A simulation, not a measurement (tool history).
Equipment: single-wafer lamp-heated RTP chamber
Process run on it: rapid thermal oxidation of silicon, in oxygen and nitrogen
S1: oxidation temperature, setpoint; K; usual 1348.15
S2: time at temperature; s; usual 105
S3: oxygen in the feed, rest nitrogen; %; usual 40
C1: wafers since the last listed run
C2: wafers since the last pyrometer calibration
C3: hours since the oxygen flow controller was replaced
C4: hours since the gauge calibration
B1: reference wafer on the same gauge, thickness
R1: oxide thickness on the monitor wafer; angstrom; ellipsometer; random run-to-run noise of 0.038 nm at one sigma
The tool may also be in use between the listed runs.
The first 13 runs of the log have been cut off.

run,hour,S1,S2,S3,C1,C2,C3,C4,B1,R1
14,661.3,1328.15,105,40,526,1311,187.8,982.9,9.84,81.44
15,699.7,1348.15,105,40,380,1692,226.2,1021.3,9.846,92.7
16,730.3,1336.15,68,68,303,1996,256.8,1051.9,9.836,85.17
17,764,1348.15,56,51,334,2330,290.5,1085.6,9.853,76.24
18,834.8,1358.15,84,26,702,3033,361.3,1156.4,9.836,77.22
# hour 869.5: pyrometer window cleaned and pyrometer calibrated
19,875.1,1336.15,71,58,320,55,401.6,1196.7,9.851,80.1
20,945.7,1348.15,105,40,700,756,472.2,1267.3,9.853,91.65
21,974,1348.15,65,21,280,1036,500.5,1295.6,9.837,59.34
22,1001.9,1318.15,105,30,276,1313,528.4,1323.5,9.848,68.34
23,1043.7,1336.15,68,68,414,1728,570.2,1365.3,9.83,85.28
24,1097.1,1348.15,71,31,529,2258,623.6,1418.7,9.847,71.05
25,1167,1348.15,105,40,693,2951,693.5,1488.6,9.842,93.07
# hour 1202.2: gauge calibrated
26,1236.3,1376.15,153,58,687,3639,762.8,34.1,9.84,150.87
# hour 1250.5: pyrometer window cleaned and pyrometer calibrated
27,1264.3,1348.15,105,30,198,136,790.8,62.1,9.851,82.69
28,1308.5,1323.15,105,40,438,575,835,106.3,9.832,78.16
29,1395.4,1348.15,105,40,862,1437,921.9,193.2,9.836,93.08
30,1437.6,1362.15,57,40,418,1856,964.1,235.4,9.837,77.99
31,1497.4,1323.15,105,18,593,2449,1023.9,295.2,9.837,59.81
32,1554.8,1360.15,105,17,569,3018,1081.3,352.6,9.836,74.86
33,1582.9,1348.15,59,40,278,3297,1109.4,380.7,9.835,72.53
# hour 1601.3: pyrometer window cleaned and pyrometer calibrated
34,1636.4,1369.15,73,52,451,348,1162.9,434.2,9.837,97.18
35,1661.2,1366.15,128,61,246,594,1187.7,459,9.843,131.63
36,1688,1348.15,105,40,265,860,1214.5,485.8,9.837,92.36

Consider 5 possible next runs. They are alternatives, not a sequence: every one starts from the tool as it was left by run 36. What does each give?
A,1688.5,1348.15,83,40,4,865,1215,486.3,?,?
B,1688.5,1358.15,105,40,4,865,1215,486.3,?,?
C,1688.5,1348.15,105,21,4,865,1215,486.3,?,?
D,1688.5,1321.15,81,40,4,865,1215,486.3,?,?
E,1688.5,1372.15,142,67,4,865,1215,486.3,?,?

run,B1,R1
A,9.831,82.86
B,9.831,98.29
C,9.831,73.24
D,9.831,68.48
E,9.831,148.85
With the hidden condition removed and each run's random variation left untouched, the same runs would have given:
run,R1
A,81.48
B,96.67
C,72.03
D,67.29
E,146.46
